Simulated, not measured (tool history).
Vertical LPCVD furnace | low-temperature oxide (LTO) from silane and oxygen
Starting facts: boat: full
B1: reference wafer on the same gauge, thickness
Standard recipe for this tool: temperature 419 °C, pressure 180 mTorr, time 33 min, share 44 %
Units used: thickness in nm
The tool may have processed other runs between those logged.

run 1 hour=0 | temperature=419 pressure=180 time=33 share=44 | B1=381.05 | thickness=347.36
run 2 hour=18.6 | temperature=419 pressure=180 time=33 share=44 | B1=380.98 | thickness=348.32
run 3 hour=34.5 | temperature=419 pressure=180 time=33 share=44 | B1=380.82 | thickness=347.4
run 4 hour=51.9 | temperature=419 pressure=180 time=33 share=44 | B1=380.86 | thickness=346.44
-- hour=78.2 silane flow controller replaced
-- hour=86.6 gauge calibrated
-- hour=101.4 pressure gauge zeroed
-- hour=110.5 thermocouples replaced and temperature profile calibrated
run 5 hour=111 | temperature=419 pressure=180 time=33 share=44 | B1=381.03 | thickness=347.18
run 6 hour=116 | temperature=419 pressure=180 time=33 share=44 | B1=380.79 | thickness=346.53
run 7 hour=121 | temperature=419 pressure=180 time=33 share=44 | B1=380.93 | thickness=348.44
run 8 hour=126 | temperature=407 pressure=180 time=33 share=41 | B1=381.09 | thickness=284.71
run 9 hour=131 | temperature=419 pressure=180 time=33 share=44 | B1=380.88 | thickness=347.95
run 10 hour=142.8 | temperature=419 pressure=180 time=40 share=44 | B1=381.02 | thickness=421

Run 11 comes next. What will it give?
run 11 hour=158 | temperature=419 pressure=180 time=21 share=40 | B1=? | thickness=?

B1: 380.99
thickness: 200.36 nm
Were there no unlogged condition in the tool, this run, its random variation unchanged, would have produced thickness 200.36 nm.

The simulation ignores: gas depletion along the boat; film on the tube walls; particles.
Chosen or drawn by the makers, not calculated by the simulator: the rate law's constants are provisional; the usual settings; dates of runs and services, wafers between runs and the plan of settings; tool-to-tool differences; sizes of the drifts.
